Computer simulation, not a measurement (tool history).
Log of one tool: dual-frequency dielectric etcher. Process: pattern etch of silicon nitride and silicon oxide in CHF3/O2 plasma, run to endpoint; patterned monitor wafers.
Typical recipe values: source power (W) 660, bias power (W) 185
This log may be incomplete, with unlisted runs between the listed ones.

run	hour	source power (W)	bias power (W)	wafers since the last listed run	hours since the last wet clean	hours since the last source power generator calibration	hours since the last bias power generator calibration	hours since the last upper electrode change	incoming incoming film thickness, nm	endpoint time (s)
1	0.0	700	185	0	90.3	3008.6	5164.0	4839.7	318.6	204.3
2	20.3	700	185	150	110.6	3028.9	5184.3	4860.0	322.1	207.1
3	45.8	700	185	189	136.1	3054.4	5209.8	4885.5	315.9	204.4
4	59.8	660	185	103	150.1	3068.4	5223.8	4899.5	319.9	213.2
5	153.4	660	185	693	243.7	3162.0	5317.4	4993.1	322.5	217.2
6	181.2	660	185	206	271.5	3189.8	5345.2	5020.9	319.2	214.3
7	201.8	660	185	152	292.1	3210.4	5365.8	5041.5	318.9	213.2
8	215.4	660	185	100	305.7	3224.0	5379.4	5055.1	321.7	218.4
9	243.2	660	185	206	333.5	3251.8	5407.2	5082.9	319.1	219.1
# hour 280.9: upper electrode replaced
10	281.4	660	185	105	371.7	3290.0	5445.4	0.5	320.1	220.2
11	288.6	660	185	53	378.9	3297.2	5452.6	7.7	318.9	216.1
# hour 312.2: bias power generator calibrated
12	322.9	660	164	224	413.2	3331.5	10.7	42.0	322.2	222.4
13	339.8	660	164	125	430.1	3348.4	27.6	58.9	315.1	220.3
# hour 347.2: source power generator calibrated
# hour 389.1: wet clean of the chamber
14	389.6	660	216	161	0.5	42.4	77.4	108.7	319.0	206.7
15	390.0	660	216	2	0.9	42.8	77.8	109.1	321.2	210.1
16	417.8	660	216	206	28.7	70.6	105.6	136.9	318.2	205.9
17	445.6	660	206	206	56.5	98.4	133.4	164.7	322.3	212.5
18	475.4	730	228	220	86.3	128.2	163.2	194.5	318.9	195.0
19	494.2	720	164	139	105.1	147.0	182.0	213.3	320.4	209.7
20	508.9	770	155	108	119.8	161.7	196.7	228.0	319.8	203.9
21	522.7	660	185	102	133.6	175.5	210.5	241.8	321.4	218.5
22	557.6	660	157	258	168.5	210.4	245.4	276.7	319.0	223.8
23	573.8	710	185	120	184.7	226.6	261.6	292.9	320.1	208.2
24	589.9	660	185	119	200.8	242.7	277.7	309.0	321.3	219.9
25	613.2	700	185	172	224.1	266.0	301.0	332.3	320.2	212.8
26	630.9	660	185	131	241.8	283.7	318.7	350.0	317.7	215.6
27	649.2	660	161	135	260.1	302.0	337.0	368.3	316.8	222.2
28	678.3	660	153	215	289.2	331.1	366.1	397.4	317.6	224.0
29	711.9	580	219	249	322.8	364.7	399.7	431.0	319.7	231.9
30	741.3	710	166	217	352.2	394.1	429.1	460.4	315.8	215.3
31	763.0	730	159	160	373.9	415.8	450.8	482.1	318.7	214.6
32	780.5	660	205	129	391.4	433.3	468.3	499.6	318.6	217.0
33	805.0	660	211	181	415.9	457.8	492.8	524.1	322.1	218.7

Predict each of these 4 candidate next runs independently; none follows another, all start after run 33:
A	805.5	660	230	3	416.4	458.3	493.3	524.6	323.9	?
B	805.5	780	221	3	416.4	458.3	493.3	524.6	323.9	?
C	805.5	540	165	3	416.4	458.3	493.3	524.6	323.9	?
D	805.5	660	215	3	416.4	458.3	493.3	524.6	323.9	?

run	endpoint time (s)
A	217.4
B	200.9
C	257.3
D	220.1
Stripped of hidden state, with their random variation kept, the same runs would have yielded:
run	endpoint time (s)
A	206.7
B	191.0
C	244.6
D	209.2

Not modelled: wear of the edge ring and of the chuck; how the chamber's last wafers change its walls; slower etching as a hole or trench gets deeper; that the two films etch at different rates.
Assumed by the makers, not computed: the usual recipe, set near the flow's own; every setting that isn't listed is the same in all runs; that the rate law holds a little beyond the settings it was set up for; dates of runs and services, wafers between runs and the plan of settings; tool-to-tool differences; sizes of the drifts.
